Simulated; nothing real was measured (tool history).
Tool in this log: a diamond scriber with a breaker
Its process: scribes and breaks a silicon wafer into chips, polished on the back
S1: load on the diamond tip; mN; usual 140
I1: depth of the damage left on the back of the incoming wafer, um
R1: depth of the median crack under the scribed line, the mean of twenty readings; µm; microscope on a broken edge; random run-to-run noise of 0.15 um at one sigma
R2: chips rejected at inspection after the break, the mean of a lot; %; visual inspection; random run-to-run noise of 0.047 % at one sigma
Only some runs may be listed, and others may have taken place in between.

run,hour,S1,I1,R1,R2
1,0.0,140,0.03,11.60,1.29
2,93.0,140,0.05,11.61,1.25
3,174.4,140,0.01,11.43,1.51
# hour 240.5: diamond tip replaced by a new one
4,497.6,140,0.01,11.55,1.26
5,576.4,140,0.01,11.40,1.34
6,669.5,140,0.04,11.04,1.49
# hour 716.8: diamond tip replaced by a new one
7,734.0,140,0.04,11.85,1.25
8,820.9,140,0.04,11.89,1.20
# hour 861.8: load on the tip recalibrated
9,884.5,140,0.01,11.80,1.16
10,921.4,172,0.01,13.24,2.19
11,987.7,172,0.02,12.82,2.13
12,1027.5,155,0.03,12.48,1.34
13,1071.4,180,0.04,13.48,2.18
# hour 1125.0: diamond tip replaced by a new one
14,1166.8,140,0.03,11.80,1.20
15,1251.7,164,0.03,12.66,1.85
16,1291.9,140,0.02,11.74,1.31
17,1341.3,114,0.03,10.20,2.74
18,1386.7,151,0.02,12.32,1.34
19,1427.2,121,0.04,10.24,2.28
20,1506.1,178,0.03,12.88,1.97

Forecast run 21:
21,1546.1,99,0.03,?,?

{"run 21": {"R1": 9.3, "R2": 7.32}}
Were there no unlogged condition in the tool, this run, its random variation unchanged, would have produced R1 9.83 µm, R2 4.99 %.

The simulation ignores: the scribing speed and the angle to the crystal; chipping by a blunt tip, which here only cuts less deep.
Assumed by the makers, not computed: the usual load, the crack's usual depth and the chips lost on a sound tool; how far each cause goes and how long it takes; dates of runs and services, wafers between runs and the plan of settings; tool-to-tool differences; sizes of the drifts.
